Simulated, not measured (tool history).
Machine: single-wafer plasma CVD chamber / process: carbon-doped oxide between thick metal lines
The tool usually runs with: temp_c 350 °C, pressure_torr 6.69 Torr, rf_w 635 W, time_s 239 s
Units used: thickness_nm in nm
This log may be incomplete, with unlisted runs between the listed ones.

run     day  temp_c  pressure_torr  rf_w  time_s  wafers since the last listed run  hours since the last thermocouple change  hours since the last RF generator calibration  hours since the last manometer calibration  hours since the showerhead was replaced  hours since the gauge calibration  read-back reference wafer on the same gauge, thickness_nm  thickness_nm
  1       0     350           6.69   635     239                                 0                                     589.8                                         1784.7                                        1985                                   6438.2                              250.3                                                    1530.49      1460.928
  2   1.021     350           6.69   635     239                               113                                     614.3                                         1809.2                                      2009.5                                   6462.7                              274.8                                                   1528.199      1443.472
  3   2.292     350           6.69   680     239                               141                                     644.8                                         1839.7                                        2040                                   6493.2                              305.3                                                   1530.522      1502.993
  4   2.933     350           6.69   680     239                                71                                     660.2                                         1855.1                                      2055.4                                   6508.6                              320.7                                                   1530.628      1498.474
  5   3.617     354           6.69   635     239                                76                                     676.6                                         1871.5                                      2071.8                                     6525                              337.1                                                    1530.92      1431.297
  6   4.833     354           6.69   635     239                               135                                     705.8                                         1900.7                                        2101                                   6554.2                              366.3                                                   1531.096      1441.902
  7   5.879     354           6.69   635     239                               116                                     730.9                                         1925.8                                      2126.1                                   6579.3                              391.4                                                   1528.277      1441.437
      7.054  -- showerhead replaced
  8   7.075     350           6.69   635     239                                96                                     759.6                                         1954.5                                      2154.8                                      0.5                              420.1                                                    1529.36      1450.782
  9   7.958     350           6.69   635     239                                98                                     780.8                                         1975.7                                        2176                                     21.7                              441.3                                                   1528.591      1451.858
 10   8.921     350           6.69   635     239                               107                                     803.9                                         1998.8                                      2199.1                                     44.8                              464.4                                                   1532.933      1449.435
 11   9.638     350           6.69   635     239                                79                                     821.1                                           2016                                      2216.3                                       62                              481.6                                                   1531.659       1444.49
 12  10.142     350           6.69   760     287                                56                                     833.2                                         2028.1                                      2228.4                                     74.1                              493.7                                                   1530.737       1896.17
 13  11.617     346           5.04   635     239                               164                                     868.6                                         2063.5                                      2263.8                                    109.5                              529.1                                                   1530.522      1435.151
 14  12.833     350           6.69   635     239                               135                                     897.8                                         2092.7                                        2293                                    138.7                              558.3                                                   1530.002      1440.709
     13.454  -- capacitance manometer re-zeroed and calibrated
 15  13.579     350            5.5   540     262                                45                                     915.7                                         2110.6                                           3                                    156.6                              576.2                                                   1527.741      1448.843
     13.621  -- gauge calibrated
     14.417  -- RF generator calibrated
 16  14.525     350           5.98   635     239                                68                                     938.4                                            2.6                                        25.7                                    179.3                               21.7                                                   1531.638      1445.838
 17  15.967     350           6.69   635     239                               160                                       973                                           37.2                                        60.3                                    213.9                               56.3                                                   1528.723      1452.041
     17.542  -- thermocouple changed; heater temperature recalibrated
 18  18.671     350           6.69   635     239                               264                                      27.1                                          102.1                                       125.2                                    278.8                              121.2                                                   1529.888       1449.14
 19  19.588     350           8.28   675     239                               102                                      49.1                                          124.1                                       147.2                                    300.8                              143.2                                                   1529.377      1512.875
 20  22.275     350           6.11   665     239                               299                                     113.6                                          188.6                                       211.7                                    365.3                              207.7                                                   1531.392      1473.082

Take each entry between the runs: how does the hidden state at the last listed run before it differ from the hidden state at the first listed run after it?
Run 7 -> run 8: showerhead replaced (day 7.054)
  nothing in the hidden state changes from one run to the other
Run 14 -> run 15: capacitance manometer re-zeroed and calibrated (day 13.454)
  nothing in the hidden state changes from one run to the other
Run 15 -> run 16: gauge calibrated (day 13.621); RF generator calibrated (day 14.417)
  nothing in the hidden state changes from one run to the other
Run 17 -> run 18: thermocouple changed; heater temperature recalibrated (day 17.542)
  nothing in the hidden state changes from one run to the other

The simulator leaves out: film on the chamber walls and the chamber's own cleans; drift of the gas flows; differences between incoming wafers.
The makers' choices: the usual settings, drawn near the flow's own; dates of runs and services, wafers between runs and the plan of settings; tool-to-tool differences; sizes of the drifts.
